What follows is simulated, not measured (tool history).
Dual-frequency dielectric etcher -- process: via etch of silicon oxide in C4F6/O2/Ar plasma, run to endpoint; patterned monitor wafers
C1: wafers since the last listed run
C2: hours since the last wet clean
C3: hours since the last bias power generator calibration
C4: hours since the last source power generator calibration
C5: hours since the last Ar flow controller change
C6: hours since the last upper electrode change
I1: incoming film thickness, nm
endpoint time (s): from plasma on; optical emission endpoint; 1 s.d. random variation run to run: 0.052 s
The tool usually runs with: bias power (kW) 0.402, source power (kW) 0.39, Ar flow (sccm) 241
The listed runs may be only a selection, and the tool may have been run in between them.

run 1 hour=0 | bias_power_(kW)=0.402 source_power_(kW)=0.39 Ar_flow_(sccm)=241 | C1=0 C2=191.4 C3=3614.1 C4=508.2 C5=3523.3 C6=3885.9 | I1=65.1 | endpoint_time_(s)=15.3
run 2 hour=67.2 | bias_power_(kW)=0.402 source_power_(kW)=0.39 Ar_flow_(sccm)=241 | C1=754 C2=258.6 C3=3681.3 C4=575.4 C5=3590.5 C6=3953.1 | I1=65.6 | endpoint_time_(s)=15.4
run 3 hour=112.1 | bias_power_(kW)=0.402 source_power_(kW)=0.39 Ar_flow_(sccm)=267 | C1=504 C2=303.5 C3=3726.2 C4=620.3 C5=3635.4 C6=3998 | I1=65.9 | endpoint_time_(s)=15.5
-- hour=260 bias power generator calibrated
run 4 hour=285.4 | bias_power_(kW)=0.402 source_power_(kW)=0.39 Ar_flow_(sccm)=267 | C1=1901 C2=476.8 C3=25.4 C4=793.6 C5=3808.7 C6=4171.3 | I1=65.8 | endpoint_time_(s)=14.7
-- hour=328.5 wet clean of the chamber
run 5 hour=341.2 | bias_power_(kW)=0.402 source_power_(kW)=0.39 Ar_flow_(sccm)=267 | C1=357 C2=12.7 C3=81.2 C4=849.4 C5=3864.5 C6=4227.1 | I1=65.2 | endpoint_time_(s)=15.2
run 6 hour=379.7 | bias_power_(kW)=0.339 source_power_(kW)=0.34 Ar_flow_(sccm)=241 | C1=432 C2=51.2 C3=119.7 C4=887.9 C5=3903 C6=4265.6 | I1=64.9 | endpoint_time_(s)=17.2
run 7 hour=436.6 | bias_power_(kW)=0.402 source_power_(kW)=0.39 Ar_flow_(sccm)=241 | C1=639 C2=108.1 C3=176.6 C4=944.8 C5=3959.9 C6=4322.5 | I1=64.6 | endpoint_time_(s)=14.9
run 8 hour=483.2 | bias_power_(kW)=0.402 source_power_(kW)=0.39 Ar_flow_(sccm)=241 | C1=523 C2=154.7 C3=223.2 C4=991.4 C5=4006.5 C6=4369.1 | I1=66.2 | endpoint_time_(s)=15.3
run 9 hour=523.6 | bias_power_(kW)=0.402 source_power_(kW)=0.39 Ar_flow_(sccm)=241 | C1=453 C2=195.1 C3=263.6 C4=1031.8 C5=4046.9 C6=4409.5 | I1=65.2 | endpoint_time_(s)=15
run 10 hour=572.7 | bias_power_(kW)=0.402 source_power_(kW)=0.39 Ar_flow_(sccm)=241 | C1=551 C2=244.2 C3=312.7 C4=1080.9 C5=4096 C6=4458.6 | I1=64.4 | endpoint_time_(s)=14.6
-- hour=612.4 Ar flow controller replaced
run 11 hour=612.9 | bias_power_(kW)=0.429 source_power_(kW)=0.47 Ar_flow_(sccm)=221 | C1=384 C2=284.4 C3=352.9 C4=1121.1 C5=0.5 C6=4498.8 | I1=65.4 | endpoint_time_(s)=13.6
run 12 hour=661 | bias_power_(kW)=0.402 source_power_(kW)=0.34 Ar_flow_(sccm)=206 | C1=540 C2=332.5 C3=401 C4=1169.2 C5=48.6 C6=4546.9 | I1=65 | endpoint_time_(s)=15.1
run 13 hour=687.1 | bias_power_(kW)=0.402 source_power_(kW)=0.39 Ar_flow_(sccm)=241 | C1=293 C2=358.6 C3=427.1 C4=1195.3 C5=74.7 C6=4573 | I1=65.3 | endpoint_time_(s)=14.8
-- hour=770.7 upper electrode replaced
run 14 hour=771.2 | bias_power_(kW)=0.402 source_power_(kW)=0.39 Ar_flow_(sccm)=241 | C1=675 C2=442.7 C3=511.2 C4=1279.4 C5=158.8 C6=0.5 | I1=65.1 | endpoint_time_(s)=14.7
run 15 hour=805 | bias_power_(kW)=0.339 source_power_(kW)=0.39 Ar_flow_(sccm)=241 | C1=379 C2=476.5 C3=545 C4=1313.2 C5=192.6 C6=34.3 | I1=65.1 | endpoint_time_(s)=16.2
run 16 hour=854.2 | bias_power_(kW)=0.402 source_power_(kW)=0.39 Ar_flow_(sccm)=241 | C1=552 C2=525.7 C3=594.2 C4=1362.4 C5=241.8 C6=83.5 | I1=65.5 | endpoint_time_(s)=14.7

What does the tool deliver on the next run?
-- hour=883.5 wet clean of the chamber
run 17 hour=892.7 | bias_power_(kW)=0.355 source_power_(kW)=0.39 Ar_flow_(sccm)=192 | C1=162 C2=9.2 C3=632.7 C4=1400.9 C5=280.3 C6=122 | I1=65.4 | endpoint_time_(s)=?

{"run 17": {"endpoint time (s)": 16.2}}
On a tool with no hidden condition, and with the same random variation, this run would have come out at endpoint time (s) 16.3.

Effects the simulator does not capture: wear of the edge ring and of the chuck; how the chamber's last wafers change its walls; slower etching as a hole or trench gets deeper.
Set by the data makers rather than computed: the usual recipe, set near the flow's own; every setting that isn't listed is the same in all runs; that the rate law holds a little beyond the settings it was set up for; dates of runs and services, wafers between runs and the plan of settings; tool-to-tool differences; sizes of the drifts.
